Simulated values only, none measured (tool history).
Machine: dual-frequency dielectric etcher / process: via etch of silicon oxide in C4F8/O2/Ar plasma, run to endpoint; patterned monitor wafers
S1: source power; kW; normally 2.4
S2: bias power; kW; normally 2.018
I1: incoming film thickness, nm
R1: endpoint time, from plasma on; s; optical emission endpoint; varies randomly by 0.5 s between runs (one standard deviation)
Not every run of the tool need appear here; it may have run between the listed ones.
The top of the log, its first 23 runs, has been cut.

run   hour    S1     S2     I1     R1
 24  314.3  2.88   1.68    770  141.7
 25  330.8  2.85  1.779  768.3  140.1
 26  342.4   2.8  2.447  770.9  130.6
 27  358.5  2.18  2.018  770.3  144.8
 28  366.5  2.12  2.236    780  145.4
 29  379.2  2.58  2.447  782.8  136.4
 30  394.2  2.62  1.742  776.6  145.6
     418.9  -- wet clean of the chamber
 31  419.4   2.4  2.502  780.5  137.7
 32  422.4   2.2   1.68  770.1  152.3
 33  430.3   2.4  2.018  779.3  143.5
 34  442.7   2.4  1.534  782.3  153.6
 35  454.2  2.91  1.815  774.2  139.4

Consider 4 possible next runs. They are alternatives, not a sequence: every one starts from the tool as it was left by run 35. What does each give?
  A  454.7   2.4   1.83  777.4   ?
  B  454.7   2.4  1.851  777.4   ?
  C  454.7  2.08  2.018  777.4   ?
  D  454.7  2.88  1.594  777.4   ?

run     R1
  A    146
  B  145.6
  C  147.7
  D  143.6
Had the tool no hidden state, the same runs would have come out as:
run     R1
  A    146
  B  145.6
  C  147.7
  D  143.6
